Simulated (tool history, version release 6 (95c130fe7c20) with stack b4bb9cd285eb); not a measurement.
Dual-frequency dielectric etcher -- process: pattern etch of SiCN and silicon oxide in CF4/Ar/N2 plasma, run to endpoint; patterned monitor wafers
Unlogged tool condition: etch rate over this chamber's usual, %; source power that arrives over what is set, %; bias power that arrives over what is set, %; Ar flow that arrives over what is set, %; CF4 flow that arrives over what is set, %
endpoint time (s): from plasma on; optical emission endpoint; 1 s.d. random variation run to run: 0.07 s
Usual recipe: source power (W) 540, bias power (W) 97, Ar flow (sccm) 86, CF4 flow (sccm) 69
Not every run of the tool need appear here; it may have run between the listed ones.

run,hour,source power (W),bias power (W),Ar flow (sccm),CF4 flow (sccm),wafers since the last listed run,hours since the last wet clean,hours since the last source power generator calibration,hours since the last bias power generator calibration,hours since the last Ar flow controller change,hours since the last CF4 flow controller change,hours since the last upper electrode change,"incoming incoming film thickness, nm",endpoint time (s)
1,0.0,540,97,86,69,0,467.7,4280.5,35.3,3486.0,334.2,76.2,9.87,7.9
2,16.0,410,86,77,56,195,483.7,4296.5,51.3,3502.0,350.2,92.2,9.98,10.5
3,39.3,540,76,67,69,285,507.0,4319.8,74.6,3525.3,373.5,115.5,9.92,8.1
# hour 68.2: wet clean of the chamber
# hour 71.2: Ar flow controller replaced
4,71.7,400,89,78,64,66,3.5,4352.2,107.0,0.5,405.9,147.9,9.86,10.3
5,96.4,540,114,86,64,302,28.2,4376.9,131.7,25.2,430.6,172.6,9.92,7.7
# hour 106.8: source power generator calibrated
6,114.7,540,97,76,69,175,46.5,7.9,150.0,43.5,448.9,190.9,9.96,7.9
7,147.8,540,97,92,52,405,79.6,41.0,183.1,76.6,482.0,224.0,9.93,8.5
8,168.7,680,79,79,82,255,100.5,61.9,204.0,97.5,502.9,244.9,9.88,6.6
9,201.7,500,97,68,69,403,133.5,94.9,237.0,130.5,535.9,277.9,9.90,8.2
10,219.5,400,81,94,64,217,151.3,112.7,254.8,148.3,553.7,295.7,9.84,11.0
11,251.0,540,97,86,69,385,182.8,144.2,286.3,179.8,585.2,327.2,9.95,7.9
12,278.4,440,97,86,85,335,210.2,171.6,313.7,207.2,612.6,354.6,9.94,9.1
13,309.7,580,97,86,69,383,241.5,202.9,345.0,238.5,643.9,385.9,9.94,7.4
14,330.9,440,83,70,62,259,262.7,224.1,366.2,259.7,665.1,407.1,9.96,9.7
15,353.4,660,84,92,76,275,285.2,246.6,388.7,282.2,687.6,429.6,9.86,6.9
16,380.8,540,97,92,52,335,312.6,274.0,416.1,309.6,715.0,457.0,9.91,8.3
17,415.7,540,97,86,75,427,347.5,308.9,451.0,344.5,749.9,491.9,9.90,7.9
18,431.7,420,97,105,60,195,363.5,324.9,467.0,360.5,765.9,507.9,9.89,10.4
19,449.8,540,97,86,69,221,381.6,343.0,485.1,378.6,784.0,526.0,9.92,8.1
20,482.2,540,97,86,69,396,414.0,375.4,517.5,411.0,816.4,558.4,9.77,7.9
# hour 520.7: wet clean of the chamber
21,521.2,430,97,86,74,183,0.5,414.4,556.5,450.0,855.4,597.4,9.83,9.5
22,536.2,600,103,65,86,183,15.5,429.4,571.5,465.0,870.4,612.4,9.88,6.6
23,550.8,450,97,66,82,178,30.1,444.0,586.1,479.6,885.0,627.0,9.87,8.6

Predict each of these 5 candidate next runs independently; none follows another, all start after run 23:
A,551.2,540,97,86,69,4,30.5,444.4,586.5,480.0,885.4,627.4,9.91,?
B,551.2,500,82,73,69,4,30.5,444.4,586.5,480.0,885.4,627.4,9.91,?
C,551.2,540,89,86,84,4,30.5,444.4,586.5,480.0,885.4,627.4,9.91,?
D,551.2,540,85,94,69,4,30.5,444.4,586.5,480.0,885.4,627.4,9.91,?
E,551.2,640,97,86,69,4,30.5,444.4,586.5,480.0,885.4,627.4,9.91,?

run,endpoint time (s)
A,7.9
B,8.5
C,7.9
D,8.3
E,6.9
Without the tool's hidden state the same runs would have given:
run,endpoint time (s)
A,7.9
B,8.5
C,7.9
D,8.3
E,6.9
